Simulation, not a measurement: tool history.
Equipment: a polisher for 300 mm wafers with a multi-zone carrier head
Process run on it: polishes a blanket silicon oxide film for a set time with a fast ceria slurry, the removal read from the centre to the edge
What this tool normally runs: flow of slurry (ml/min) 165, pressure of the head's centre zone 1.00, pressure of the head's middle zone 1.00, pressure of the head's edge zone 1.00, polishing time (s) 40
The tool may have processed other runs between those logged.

| run | day | flow of slurry (ml/min) | pressure of the head's centre zone | pressure of the head's middle zone | pressure of the head's edge zone | polishing time (s) | incoming thickness of the incoming film, nm | film removed at the wafer's centre (Å) | film removed at mid-radius (Å) | film removed at the wafer's edge (Å) |
|---|---|---|---|---|---|---|---|---|---|---|
| 1 | 0.000 | 165 | 1.00 | 1.00 | 1.00 | 40 | 2840.2 | 4423 | 4489 | 4489 |
| 2 | 2.379 | 165 | 1.00 | 1.00 | 1.00 | 40 | 2802.4 | 4539 | 4515 | 4640 |
| 3 | 3.529 | 165 | 0.90 | 1.00 | 1.00 | 40 | 2859.0 | 4007 | 4588 | 4578 |
| 4 | 4.700 | 165 | 1.00 | 1.00 | 0.93 | 46 | 2840.3 | 5242 | 5243 | 5014 |
| 5 | 6.067 | 140 | 0.88 | 1.06 | 0.89 | 40 | 2825.0 | 3861 | 4642 | 4359 |
| 6 | 7.704 | 200 | 1.00 | 1.10 | 1.07 | 40 | 2872.7 | 4618 | 5095 | 4713 |
| 7 | 10.546 | 130 | 1.00 | 1.00 | 1.00 | 40 | 2802.5 | 4365 | 4364 | 4480 |
| 8 | 12.442 | 165 | 1.00 | 1.00 | 1.05 | 40 | 2771.2 | 4526 | 4579 | 4712 |
| 9 | 15.092 | 165 | 1.00 | 1.00 | 1.08 | 40 | 2844.3 | 4425 | 4540 | 4685 |
| 10 | 17.579 | 165 | 1.00 | 1.00 | 1.00 | 40 | 2804.0 | 4545 | 4653 | 4591 |
| 11 | 19.546 | 165 | 1.00 | 1.00 | 1.00 | 40 | 2811.8 | 4525 | 4629 | 4487 |
| 12 | 21.346 | 165 | 1.00 | 1.00 | 1.00 | 40 | 2829.9 | 4480 | 4577 | 4558 |
| 13 | 22.562 | 165 | 1.00 | 1.00 | 1.00 | 40 | 2794.6 | 4487 | 4502 | 4536 |
| 14 | 23.612 | 135 | 1.00 | 0.96 | 1.00 | 40 | 2766.3 | 4321 | 4257 | 4455 |
| 15 | 25.321 | 165 | 1.00 | 1.00 | 1.00 | 34 | 2819.3 | 3792 | 3874 | 3845 |
| 16 | 27.829 | 165 | 1.00 | 1.00 | 1.00 | 40 | 2841.9 | 4505 | 4576 | 4567 |
| 17 | 29.812 | 135 | 0.89 | 1.00 | 1.04 | 48 | 2783.5 | 4630 | 5346 | 5542 |
| 18 | 34.221 | 120 | 1.00 | 1.00 | 1.00 | 40 | 2796.9 | 4290 | 4404 | 4419 |
| 19 | 35.396 | 115 | 0.90 | 0.90 | 1.10 | 40 | 2849.2 | 3798 | 3964 | 4653 |
| 20 | 36.925 | 165 | 1.00 | 1.00 | 1.00 | 40 | 2769.5 | 4481 | 4525 | 4703 |
| 21 | 39.033 | 165 | 1.00 | 1.11 | 1.00 | 40 | 2831.1 | 4473 | 5025 | 4565 |
| 22 | 41.279 | 165 | 1.00 | 1.00 | 1.00 | 40 | 2836.9 | 4590 | 4580 | 4651 |
| 23 | 43.896 | 165 | 1.00 | 1.00 | 1.00 | 40 | 2856.0 | 4554 | 4523 | 4591 |

Not shown: 9 entries that the log had between the listed runs. Between which runs, and how does the tool's hidden state differ before and after?
After run 1, before run 2: worn pad replaced by a new one (day 0.392)
  both runs share identical hidden conditions
After run 6, before run 7: carrier head's membrane replaced by a new one (day 9.654); centre zone pressure recalibrated (day 10.525)
  both runs share identical hidden conditions
After run 7, before run 8: edge zone pressure recalibrated (day 11.904)
  both runs share identical hidden conditions
After run 8, before run 9: slurry nozzle cleaned (day 12.762)
  both runs share identical hidden conditions
After run 10, before run 11: worn pad replaced by a new one (day 17.908)
  both runs share identical hidden conditions
After run 15, before run 16: edge zone pressure recalibrated (day 27.308)
  both runs share identical hidden conditions
After run 16, before run 17: centre zone pressure recalibrated (day 28.958)
  both runs share identical hidden conditions
After run 17, before run 18: worn pad replaced by a new one (day 34.200)
  both runs share identical hidden conditions

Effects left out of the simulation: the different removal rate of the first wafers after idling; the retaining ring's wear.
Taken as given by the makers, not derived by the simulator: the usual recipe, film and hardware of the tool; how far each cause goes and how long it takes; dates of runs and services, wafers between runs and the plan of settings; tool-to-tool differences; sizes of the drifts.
